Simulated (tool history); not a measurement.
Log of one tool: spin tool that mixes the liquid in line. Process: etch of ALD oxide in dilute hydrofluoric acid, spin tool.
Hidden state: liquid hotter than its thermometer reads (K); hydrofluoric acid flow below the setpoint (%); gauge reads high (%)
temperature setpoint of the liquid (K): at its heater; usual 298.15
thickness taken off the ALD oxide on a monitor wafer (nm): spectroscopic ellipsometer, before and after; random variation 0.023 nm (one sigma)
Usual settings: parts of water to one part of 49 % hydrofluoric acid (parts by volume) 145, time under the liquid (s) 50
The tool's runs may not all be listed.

run,day,temperature setpoint of the liquid (K),parts of water to one part of 49 % hydrofluoric acid (parts by volume),time under the liquid (s),wafers since the last listed run,hours since the thermometer was replaced,hours since the hydrofluoric acid flow meter was replaced,hours since the gauge calibration,"read-back film thickness of the ALD oxide reference wafer, read on the same gauge (nm)",thickness taken off the ALD oxide on a monitor wafer (nm)
1,0,298.15,115,60,0,824.5,1021.7,135.8,60.04,7.78
2,1.492,298.15,145,50,645,860.3,1057.5,171.6,59.98,4.95
3,2.058,298.15,145,50,245,873.9,1071.1,185.2,60.07,4.97
4,3.438,298.15,145,50,597,907,1104.2,218.3,60.03,4.99
5,6.708,298.15,145,50,1416,985.5,1182.7,296.8,59.99,4.95
6,7.817,298.15,145,50,479,1012.1,1209.3,323.4,60.05,4.98
# day 8.604: hydrofluoric acid flow meter replaced
7,9.038,298.15,190,50,510,1041.4,10.4,352.7,60.05,3.61
8,10.229,296.15,95,40,515,1070,39,381.3,60,5.93
9,11.038,296.15,125,80,350,1089.4,58.4,400.7,60.02,8.7
# day 12.1: gauge calibrated
10,12.362,298.15,145,25,573,1121.2,90.2,6.3,60.02,2.5
11,12.946,298.15,175,40,252,1135.2,104.2,20.3,59.96,3.18
# day 13.379: thermometer replaced
12,13.721,298.15,145,50,317,8.2,122.8,38.9,59.97,4.94
13,14.862,298.15,145,50,494,35.6,150.2,66.3,59.98,4.94
14,16.112,293.65,145,25,541,65.6,180.2,96.3,59.99,2.09
15,16.979,298.15,145,50,375,86.4,201,117.1,60.01,4.96

5 ways to go on from here, each from the tool as it stands after run 15. What would each give?
A,16.996,298.15,145,50,7,86.8,201.4,117.5,?,?
B,16.996,298.15,95,50,7,86.8,201.4,117.5,?,?
C,16.996,298.15,110,40,7,86.8,201.4,117.5,?,?
D,16.996,298.15,145,40,7,86.8,201.4,117.5,?,?
E,16.996,301.15,95,75,7,86.8,201.4,117.5,?,?

run,"read-back film thickness of the ALD oxide reference wafer, read on the same gauge (nm)",thickness taken off the ALD oxide on a monitor wafer (nm)
A,59.99,4.99
B,59.99,8.1
C,59.99,5.49
D,59.99,3.99
E,59.99,13.65
Without the tool's hidden state the same runs would have given:
run,thickness taken off the ALD oxide on a monitor wafer (nm)
A,4.99
B,8.1
C,5.49
D,3.99
E,13.65
